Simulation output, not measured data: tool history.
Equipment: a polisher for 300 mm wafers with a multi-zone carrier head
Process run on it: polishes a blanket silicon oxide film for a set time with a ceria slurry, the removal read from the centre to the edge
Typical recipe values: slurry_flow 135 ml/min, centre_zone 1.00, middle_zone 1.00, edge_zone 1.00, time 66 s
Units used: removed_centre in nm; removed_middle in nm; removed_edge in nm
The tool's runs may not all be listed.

| run | hour | slurry_flow | centre_zone | middle_zone | edge_zone | time | incoming thickness of the incoming film, nm | removed_centre | removed_middle | removed_edge |
|---|---|---|---|---|---|---|---|---|---|---|
| 1 | 0.0 | 135 | 1.00 | 1.00 | 1.00 | 66 | 978.1 | 316.5 | 282.1 | 270.4 |
| 2 | 10.4 | 135 | 1.00 | 1.00 | 1.00 | 66 | 978.1 | 313.6 | 278.5 | 268.1 |
| 3 | 22.8 | 135 | 1.00 | 1.00 | 1.00 | 82 | 975.1 | 389.8 | 345.5 | 330.5 |
| 4 | 32.8 | 135 | 1.00 | 1.00 | 1.00 | 82 | 978.7 | 390.2 | 350.4 | 329.4 |
| 5 | 44.1 | 135 | 1.00 | 1.04 | 0.91 | 66 | 960.2 | 318.8 | 288.9 | 258.2 |
| 6 | 54.4 | 135 | 1.00 | 1.00 | 1.00 | 66 | 970.4 | 309.3 | 278.0 | 267.0 |
| 7 | 65.1 | 135 | 1.00 | 1.00 | 1.00 | 66 | 977.9 | 310.9 | 281.9 | 265.0 |
|  | 81.6 | carrier head's membrane replaced by a new one |
|  | 83.4 | centre zone pressure recalibrated |
| 8 | 83.9 | 135 | 1.00 | 1.00 | 1.00 | 66 | 977.5 | 275.1 | 278.6 | 263.7 |
| 9 | 93.2 | 135 | 1.00 | 1.00 | 1.00 | 66 | 990.4 | 275.4 | 274.1 | 262.5 |

Run 10 comes next. What will it give?
| 10 | 101.5 | 175 | 1.04 | 1.00 | 1.00 | 66 | 972.8 | ? | ? | ? |

removed_centre: 297.3 nm
removed_middle: 282.3 nm
removed_edge: 271.1 nm
If the tool had no hidden condition, the same run with the same run-to-run variation would have returned removed_centre 307.2 nm, removed_middle 291.5 nm, removed_edge 280.0 nm.
